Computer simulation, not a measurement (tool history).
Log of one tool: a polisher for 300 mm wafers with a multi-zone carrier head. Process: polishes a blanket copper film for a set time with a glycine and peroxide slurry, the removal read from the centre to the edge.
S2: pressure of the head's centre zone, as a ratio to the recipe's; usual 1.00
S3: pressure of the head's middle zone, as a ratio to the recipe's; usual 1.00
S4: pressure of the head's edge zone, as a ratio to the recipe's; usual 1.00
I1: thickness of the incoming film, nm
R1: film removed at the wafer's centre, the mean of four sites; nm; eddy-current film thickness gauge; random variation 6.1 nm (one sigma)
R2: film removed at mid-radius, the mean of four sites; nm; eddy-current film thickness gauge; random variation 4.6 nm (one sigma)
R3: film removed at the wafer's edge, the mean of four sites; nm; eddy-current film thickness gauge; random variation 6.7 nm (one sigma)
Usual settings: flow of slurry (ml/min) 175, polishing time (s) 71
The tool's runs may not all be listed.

run 1 hour=0.0 | flow_of_slurry_(ml/min)=220 S2=1.00 S3=0.94 S4=1.00 polishing_time_(s)=71 | I1=2202.4 | R1=532.3 R2=498.9 R3=510.0
run 2 hour=37.7 | flow_of_slurry_(ml/min)=220 S2=1.00 S3=0.94 S4=1.00 polishing_time_(s)=71 | I1=2220.9 | R1=528.1 R2=495.6 R3=514.6
-- hour=48.6 carrier head's membrane replaced by a new one
run 3 hour=141.9 | flow_of_slurry_(ml/min)=220 S2=1.00 S3=1.06 S4=1.06 polishing_time_(s)=92 | I1=2265.4 | R1=661.0 R2=692.5 R3=653.8
-- hour=187.7 slurry nozzle cleaned
run 4 hour=230.4 | flow_of_slurry_(ml/min)=175 S2=0.96 S3=1.00 S4=1.09 polishing_time_(s)=71 | I1=2186.3 | R1=465.5 R2=475.1 R3=505.1
run 5 hour=322.8 | flow_of_slurry_(ml/min)=175 S2=1.00 S3=1.00 S4=1.00 polishing_time_(s)=80 | I1=2278.6 | R1=522.6 R2=528.6 R3=522.5
-- hour=390.4 edge zone pressure recalibrated
run 6 hour=424.8 | flow_of_slurry_(ml/min)=130 S2=1.00 S3=1.10 S4=1.00 polishing_time_(s)=79 | I1=2227.7 | R1=462.8 R2=515.4 R3=478.9
-- hour=450.3 worn pad replaced by a new one, of another model than before
run 7 hour=493.8 | flow_of_slurry_(ml/min)=175 S2=1.00 S3=1.00 S4=1.00 polishing_time_(s)=71 | I1=2235.2 | R1=511.4 R2=513.3 R3=508.9
run 8 hour=537.2 | flow_of_slurry_(ml/min)=190 S2=1.00 S3=0.96 S4=1.00 polishing_time_(s)=71 | I1=2208.9 | R1=514.9 R2=502.8 R3=511.7
run 9 hour=631.2 | flow_of_slurry_(ml/min)=175 S2=1.00 S3=1.00 S4=1.00 polishing_time_(s)=71 | I1=2216.2 | R1=500.8 R2=506.7 R3=502.7
run 10 hour=731.6 | flow_of_slurry_(ml/min)=175 S2=1.07 S3=1.06 S4=1.12 polishing_time_(s)=71 | I1=2234.1 | R1=532.3 R2=522.9 R3=521.2
run 11 hour=817.0 | flow_of_slurry_(ml/min)=175 S2=1.11 S3=1.05 S4=1.00 polishing_time_(s)=71 | I1=2201.7 | R1=530.6 R2=508.8 R3=480.3

Run 12 comes next. What will it give?
-- hour=827.0 slurry nozzle cleaned
run 12 hour=898.7 | flow_of_slurry_(ml/min)=155 S2=1.10 S3=1.00 S4=1.09 polishing_time_(s)=71 | I1=2252.9 | R1=? R2=? R3=?

Run 12 gave R1 507.8 nm, R2 467.8 nm, R3 493.1 nm.
Without the tool's hidden state the same run would have given R1 552.7 nm, R2 509.1 nm, R3 536.7 nm.

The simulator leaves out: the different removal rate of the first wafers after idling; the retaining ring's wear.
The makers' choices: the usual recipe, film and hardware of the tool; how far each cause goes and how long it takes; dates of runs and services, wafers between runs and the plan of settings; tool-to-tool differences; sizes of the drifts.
